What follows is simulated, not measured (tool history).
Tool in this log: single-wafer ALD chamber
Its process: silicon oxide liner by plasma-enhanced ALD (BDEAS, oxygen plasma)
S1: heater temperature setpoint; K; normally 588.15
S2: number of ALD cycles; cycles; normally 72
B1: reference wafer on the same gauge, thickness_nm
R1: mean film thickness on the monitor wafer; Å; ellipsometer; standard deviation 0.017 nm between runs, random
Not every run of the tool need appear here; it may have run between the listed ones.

run 1 hour=0 | S1=588.15 S2=72 | B1=6.424 | R1=66.62
run 2 hour=8.9 | S1=588.15 S2=72 | B1=6.413 | R1=66.35
run 3 hour=18.8 | S1=588.15 S2=72 | B1=6.411 | R1=66.04
run 4 hour=35 | S1=588.15 S2=72 | B1=6.411 | R1=65.76
run 5 hour=45.8 | S1=588.15 S2=72 | B1=6.408 | R1=66.51
run 6 hour=53.8 | S1=588.15 S2=72 | B1=6.403 | R1=66.12
run 7 hour=92.3 | S1=593.15 S2=72 | B1=6.395 | R1=65.54
run 8 hour=105.4 | S1=593.15 S2=72 | B1=6.389 | R1=65.49
run 9 hour=111.8 | S1=593.15 S2=72 | B1=6.39 | R1=65.66
run 10 hour=124.6 | S1=583.15 S2=72 | B1=6.385 | R1=66.61
run 11 hour=132.3 | S1=588.15 S2=80 | B1=6.385 | R1=73.25
run 12 hour=149.3 | S1=588.15 S2=80 | B1=6.374 | R1=73.26
run 13 hour=164 | S1=588.15 S2=80 | B1=6.378 | R1=72.83
run 14 hour=180.2 | S1=588.15 S2=72 | B1=6.374 | R1=65.71
run 15 hour=196.3 | S1=588.15 S2=72 | B1=6.371 | R1=65.45
run 16 hour=203.8 | S1=588.15 S2=72 | B1=6.363 | R1=65.81
run 17 hour=213.9 | S1=588.15 S2=60 | B1=6.364 | R1=54.94
run 18 hour=228.8 | S1=588.15 S2=67 | B1=6.36 | R1=60.98
run 19 hour=235.7 | S1=579.15 S2=72 | B1=6.361 | R1=66.62
run 20 hour=252 | S1=588.15 S2=72 | B1=6.356 | R1=65.92
run 21 hour=268.6 | S1=598.15 S2=85 | B1=6.347 | R1=76.53
run 22 hour=269.8 | S1=574.15 S2=81 | B1=6.35 | R1=75.54
run 23 hour=287.3 | S1=588.15 S2=72 | B1=6.463 | R1=66.68
run 24 hour=301.5 | S1=573.15 S2=72 | B1=6.459 | R1=68.41
run 25 hour=317.5 | S1=588.15 S2=66 | B1=6.451 | R1=61.08
run 26 hour=340 | S1=598.15 S2=72 | B1=6.448 | R1=65.48
run 27 hour=348.1 | S1=588.15 S2=72 | B1=6.447 | R1=66.49
run 28 hour=363.7 | S1=594.15 S2=62 | B1=6.442 | R1=56.51
run 29 hour=417.5 | S1=576.15 S2=72 | B1=6.428 | R1=67.58
run 30 hour=434.2 | S1=595.15 S2=80 | B1=6.426 | R1=72.94
run 31 hour=448.8 | S1=599.15 S2=80 | B1=6.415 | R1=72.22
run 32 hour=462.8 | S1=588.15 S2=72 | B1=6.417 | R1=66.2
run 33 hour=478.2 | S1=583.15 S2=76 | B1=6.409 | R1=70.3

Removed from this log: 2 entries logged between the listed runs. Between which two listed runs does each belong, and how does the tool's hidden state at the listed run before it compare with that at the listed run after it?
In the gap between runs 20 and 21: thermocouple changed; heater temperature recalibrated (hour 268.1)
  gauge reads high (%): -1.64 -> -1.71
  measured minus no-state result, R1: -1.1 -> -1.33 Å
In the gap between runs 22 and 23: gauge calibrated (hour 274.9)
  gauge reads high (%): -1.71 -> -0.00514
  measured minus no-state result, R1: -1.32 -> +0 Å
